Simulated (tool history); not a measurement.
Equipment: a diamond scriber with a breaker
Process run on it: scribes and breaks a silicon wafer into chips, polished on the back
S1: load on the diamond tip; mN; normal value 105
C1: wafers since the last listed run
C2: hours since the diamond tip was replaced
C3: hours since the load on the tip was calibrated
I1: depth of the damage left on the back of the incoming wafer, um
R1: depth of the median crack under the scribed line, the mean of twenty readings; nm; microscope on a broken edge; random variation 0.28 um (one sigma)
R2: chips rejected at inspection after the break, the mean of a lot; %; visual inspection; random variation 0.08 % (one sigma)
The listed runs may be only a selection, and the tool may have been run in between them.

run,hour,S1,C1,C2,C3,I1,R1,R2
1,0.0,105,0,207.5,1094.2,0.03,16270,1.83
2,88.6,105,207,296.1,1182.8,0.04,17080,2.00
3,143.0,112,127,350.5,1237.2,0.01,16990,2.94
4,241.0,97,229,448.5,1335.2,0.01,15870,1.76
5,297.5,97,132,505.0,1391.7,0.01,15760,1.70
# hour 373.6: load on the tip recalibrated
6,409.7,105,257,617.2,36.1,0.02,15830,1.73
# hour 423.5: diamond tip replaced by a new one
7,456.9,105,105,33.4,83.3,0.02,15470,1.68
8,562.6,105,247,139.1,189.0,0.04,15710,1.79
9,680.7,93,276,257.2,307.1,0.03,14870,1.80
10,763.1,93,192,339.6,389.5,0.05,15100,1.75
11,1027.9,93,619,604.4,654.3,0.03,15370,1.84
12,1120.1,125,215,696.6,746.5,0.03,17880,3.56
# hour 1148.8: diamond tip replaced by a new one
13,1197.1,125,175,48.3,823.5,0.02,17470,3.73
14,1272.1,83,175,123.3,898.5,0.04,14110,2.34
15,1352.7,83,188,203.9,979.1,0.03,14160,2.22
16,1430.1,105,181,281.3,1056.5,0.04,16250,1.97
17,1470.3,105,94,321.5,1096.7,0.05,16280,1.90
18,1532.1,105,144,383.3,1158.5,0.04,16310,1.82
19,1571.7,105,92,422.9,1198.1,0.03,16020,1.97
# hour 1661.3: load on the tip recalibrated
20,1671.2,105,228,522.4,9.9,0.05,15240,1.60
21,1711.0,131,93,562.2,49.7,0.01,17700,3.11
# hour 1795.3: diamond tip replaced by a new one
22,1902.9,105,444,107.6,241.6,0.03,15500,1.63
23,1956.8,93,126,161.5,295.5,0.01,14260,2.29
24,2002.0,121,105,206.7,340.7,0.01,17050,2.25
25,2047.3,118,105,252.0,386.0,0.04,16500,2.08
26,2134.8,80,204,339.5,473.5,0.03,12790,3.70
27,2214.9,78,187,419.6,553.6,0.02,13350,4.46
28,2322.5,96,251,527.2,661.2,0.02,15150,1.87
29,2379.5,85,133,584.2,718.2,0.05,13710,2.78
30,2455.9,133,178,660.6,794.6,0.02,17730,4.02
31,2512.2,127,131,716.9,850.9,0.03,17910,3.33
32,2572.3,77,140,777.0,911.0,0.02,13500,3.74
# hour 2591.5: diamond tip replaced by a new one
33,2630.6,94,131,39.1,969.3,0.03,14620,1.90
34,2734.7,91,243,143.2,1073.4,0.05,14860,1.91
35,2781.0,75,108,189.5,1119.7,0.03,13660,4.00
36,2852.2,105,166,260.7,1190.9,0.02,16120,1.82
37,2916.9,105,151,325.4,1255.6,0.01,16390,2.13
38,2979.3,105,145,387.8,1318.0,0.02,16620,1.89
39,3072.6,129,218,481.1,1411.3,0.03,18620,5.18
40,3179.8,105,250,588.3,1518.5,0.02,16410,2.26
41,3238.2,120,136,646.7,1576.9,0.03,18010,4.36
# hour 3273.6: load on the tip recalibrated
42,3314.9,76,174,723.4,41.3,0.02,13010,4.73

Run-by-run hidden state of the tool:
share of the diamond tip's cutting effectiveness lost through wear, %: 0 in every run
H1: deviation of the load on the tip from its setpoint, %
run,H1
1,8.89
2,10.2
3,11.1
4,12.8
5,13.8
6,2.41
7,2.45
8,2.64
9,3.04
10,3.42
11,5.26
12,6.12
13,6.93
14,7.79
15,8.8
16,9.85
17,10.4
18,11.4
19,12
20,-1.42
21,-1.4
22,-1.03
23,-0.838
24,-0.646
25,-0.426
26,0.0755
27,0.624
28,1.5
29,2.02
30,2.79
31,3.41
32,4.12
33,4.85
34,6.27
35,6.94
36,8.04
37,9.1
38,10.2
39,11.9
40,14
41,15.2
42,0.858
